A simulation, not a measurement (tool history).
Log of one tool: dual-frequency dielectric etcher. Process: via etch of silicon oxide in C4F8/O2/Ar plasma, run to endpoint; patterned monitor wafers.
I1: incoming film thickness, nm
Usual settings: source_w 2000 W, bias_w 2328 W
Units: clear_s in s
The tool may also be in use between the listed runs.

Run 1, hour 0.0: usual settings; I1 1502.6. Result: clear_s 279.1 s.
Run 2, hour 51.1: usual settings; I1 1515.6. Result: clear_s 282.0 s.
At hour 167.9: wet clean of the chamber.
Run 3, hour 181.4: usual settings; I1 1520.9. Result: clear_s 287.5 s.
Run 4, hour 331.6: usual settings; I1 1527.4. Result: clear_s 287.5 s.
Run 5, hour 409.1: usual settings; I1 1515.6. Result: clear_s 286.2 s.
Run 6, hour 498.0: usual settings; I1 1520.4. Result: clear_s 282.6 s.
At hour 539.1: upper electrode replaced.
Run 7, hour 588.7: usual settings but bias_w 2184 W; I1 1509.8. Result: clear_s 285.3 s.
At hour 851.1: wet clean of the chamber.
Run 8, hour 895.0: usual settings; I1 1511.7. Result: clear_s 284.1 s.
Run 9, hour 933.2: usual settings but source_w 1650 W; I1 1519.4. Result: clear_s 312.8 s.
Run 10, hour 973.9: usual settings but source_w 1650 W; I1 1529.2. Result: clear_s 313.3 s.
Run 11, hour 1020.4: usual settings; I1 1516.8. Result: clear_s 286.8 s.
Run 12, hour 1086.0: usual settings; I1 1521.2. Result: clear_s 286.7 s.
Run 13, hour 1168.7: usual settings but bias_w 2068 W; I1 1514.5. Result: clear_s 296.1 s.
Run 14, hour 1259.1: usual settings but source_w 1780 W, bias_w 2735 W; I1 1530.1. Result: clear_s 280.7 s.
Run 15, hour 1349.4: usual settings but source_w 2190 W; I1 1499.3. Result: clear_s 267.2 s.
Run 16, hour 1425.9: usual settings but source_w 2330 W, bias_w 2021 W; I1 1506.6. Result: clear_s 276.4 s.
Run 17, hour 1515.4: usual settings but bias_w 2598 W; I1 1506.4. Result: clear_s 263.4 s.
At hour 1610.8: wet clean of the chamber.
Run 18, hour 1614.1: usual settings but bias_w 2091 W; I1 1517.0. Result: clear_s 299.5 s.
Run 19, hour 1686.8: usual settings; I1 1509.4. Result: clear_s 287.9 s.
Run 20, hour 1751.1: usual settings but source_w 1640 W, bias_w 2065 W; I1 1500.8. Result: clear_s 325.6 s.
Run 21, hour 1788.9: usual settings but source_w 1680 W, bias_w 1999 W; I1 1513.0. Result: clear_s 327.8 s.
Run 22, hour 1878.2: usual settings but source_w 2290 W; I1 1507.8. Result: clear_s 269.1 s.
At hour 1934.1: bias power generator calibrated.
Run 23, hour 1970.2: usual settings but source_w 1790 W, bias_w 2493 W; I1 1510.8. Result: clear_s 289.4 s.
At hour 1980.8: source power generator calibrated.
Run 24, hour 2010.1: usual settings but source_w 1620 W, bias_w 2715 W; I1 1529.5. Result: clear_s 299.5 s.
Run 25, hour 2078.7: usual settings but source_w 2460 W, bias_w 2723 W; I1 1528.0. Result: clear_s 245.3 s.
Run 26, hour 2156.3: usual settings but bias_w 2068 W; I1 1522.9. Result: clear_s 296.1 s.
Run 27, hour 2200.7: usual settings; I1 1514.4. Result: clear_s 280.5 s.
Run 28, hour 2287.3: usual settings but source_w 1820 W, bias_w 2663 W; I1 1510.8. Result: clear_s 278.1 s.
Run 29, hour 2355.5: usual settings but source_w 2440 W, bias_w 2785 W; I1 1513.8. Result: clear_s 238.9 s.
At hour 2393.7: wet clean of the chamber.
Run 30, hour 2452.3: usual settings but source_w 2460 W, bias_w 2663 W; I1 1509.6. Result: clear_s 246.3 s.
Run 31, hour 2507.7: usual settings but source_w 2170 W, bias_w 2715 W; I1 1510.5. Result: clear_s 256.0 s.
Run 32, hour 2549.0: usual settings but source_w 1850 W, bias_w 1807 W; I1 1523.2. Result: clear_s 327.7 s.
Run 33, hour 2624.9: usual settings but source_w 2380 W, bias_w 2749 W; I1 1511.5. Result: clear_s 245.3 s.
Run 34, hour 2684.8: usual settings but source_w 2460 W, bias_w 1749 W; I1 1502.4. Result: clear_s 283.9 s.
Run 35, hour 2761.5: usual settings; I1 1505.6. Result: clear_s 283.2 s.
Run 36, hour 2847.1: usual settings but source_w 2130 W, bias_w 1806 W; I1 1511.7. Result: clear_s 299.4 s.

Forecast each of these 3 alternatives for the next run:
Run A, hour 2847.6: usual settings; I1 1517.2. Result: clear_s ?.
Run B, hour 2847.6: usual settings but source_w 2290 W, bias_w 2681 W; I1 1517.2. Result: clear_s ?.
Run C, hour 2847.6: usual settings but source_w 2400 W, bias_w 2061 W; I1 1517.2. Result: clear_s ?.

run  clear_s
  A    280.6
  B    251.0
  C    271.0
Without the tool's hidden state the same runs would have given:
run  clear_s
  A    287.1
  B    256.8
  C    277.3
